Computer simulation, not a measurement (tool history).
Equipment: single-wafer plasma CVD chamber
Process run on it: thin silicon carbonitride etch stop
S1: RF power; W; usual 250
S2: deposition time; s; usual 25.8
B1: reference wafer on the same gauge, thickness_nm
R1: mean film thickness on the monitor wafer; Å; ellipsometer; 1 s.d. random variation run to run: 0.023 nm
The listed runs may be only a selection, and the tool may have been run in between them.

Run 1, hour 0: usual settings; B1 18.054. Result: R1 150.8 Å.
Run 2, hour 37.9: usual settings; B1 18.054. Result: R1 150.38 Å.
Run 3, hour 45.1: usual settings; B1 18.063. Result: R1 150.06 Å.
Run 4, hour 59.8: usual settings; B1 18.067. Result: R1 150.68 Å.
Run 5, hour 77.4: usual settings; B1 18.05. Result: R1 149.8 Å.
Run 6, hour 92.1: usual settings; B1 18.053. Result: R1 150.39 Å.
At hour 108.4: thermocouple changed; heater temperature recalibrated.
At hour 115.2: showerhead replaced.
Run 7, hour 115.7: usual settings; B1 18.058. Result: R1 150.05 Å.
Run 8, hour 122.3: usual settings; B1 18.045. Result: R1 150.05 Å.
At hour 131.7: gauge calibrated.
Run 9, hour 133.8: usual settings; B1 18.191. Result: R1 151.96 Å.
Run 10, hour 140: usual settings; B1 18.18. Result: R1 151.54 Å.
Run 11, hour 149.8: usual settings but S1 220 W; B1 18.167. Result: R1 145.13 Å.
Run 12, hour 157.6: usual settings but S1 220 W; B1 18.154. Result: R1 144.26 Å.
Run 13, hour 169.4: usual settings; B1 18.16. Result: R1 151.32 Å.
Run 14, hour 177.9: usual settings; B1 18.133. Result: R1 150.93 Å.
Run 15, hour 193.9: usual settings but S1 275 W, S2 22.6 s; B1 18.115. Result: R1 136.62 Å.
Run 16, hour 200.8: usual settings but S1 220 W, S2 28.8 s; B1 18.122. Result: R1 161.16 Å.
At hour 212.9: RF generator calibrated.
Run 17, hour 213.4: usual settings but S1 205 W, S2 21.3 s; B1 18.097. Result: R1 115.78 Å.
Run 18, hour 218.1: usual settings; B1 18.103. Result: R1 150.86 Å.
Run 19, hour 234.6: usual settings but S1 210 W, S2 21.6 s; B1 18.09. Result: R1 118.54 Å.
Run 20, hour 247.3: usual settings but S2 30.9 s; B1 18.078. Result: R1 180.14 Å.
Run 21, hour 261.3: usual settings but S2 22.1 s; B1 18.083. Result: R1 128.83 Å.
Run 22, hour 269.7: usual settings; B1 18.066. Result: R1 150.48 Å.
Run 23, hour 283.2: usual settings but S1 290 W, S2 27.6 s; B1 18.066. Result: R1 169.43 Å.
Run 24, hour 295.5: usual settings; B1 18.058. Result: R1 150.13 Å.
Run 25, hour 307.7: usual settings but S1 265 W, S2 28.3 s; B1 18.058. Result: R1 168.29 Å.
Run 26, hour 319.3: usual settings but S1 300 W; B1 18.052. Result: R1 160.05 Å.
Run 27, hour 325.6: usual settings but S1 210 W, S2 22.8 s; B1 18.047. Result: R1 124.78 Å.
Run 28, hour 342.2: usual settings but S2 24.4 s; B1 18.037. Result: R1 142.44 Å.

What if the next run were any one of these 3? Each begins from the tool's condition after run 28:
Run A, hour 342.6: usual settings; B1 ?. Result: R1 ?.
Run B, hour 342.6: usual settings but S1 275 W, S2 30.2 s; B1 ?. Result: R1 ?.
Run C, hour 342.6: usual settings but S1 285 W, S2 28.4 s; B1 ?. Result: R1 ?.

run      B1      R1
  A  18.046  150.31
  B  18.046   181.9
  C  18.046  173.18
Take away the tool's hidden state, keep each run's random variation, and the runs would have read:
run      R1
  A  151.59
  B  183.45
  C  174.66
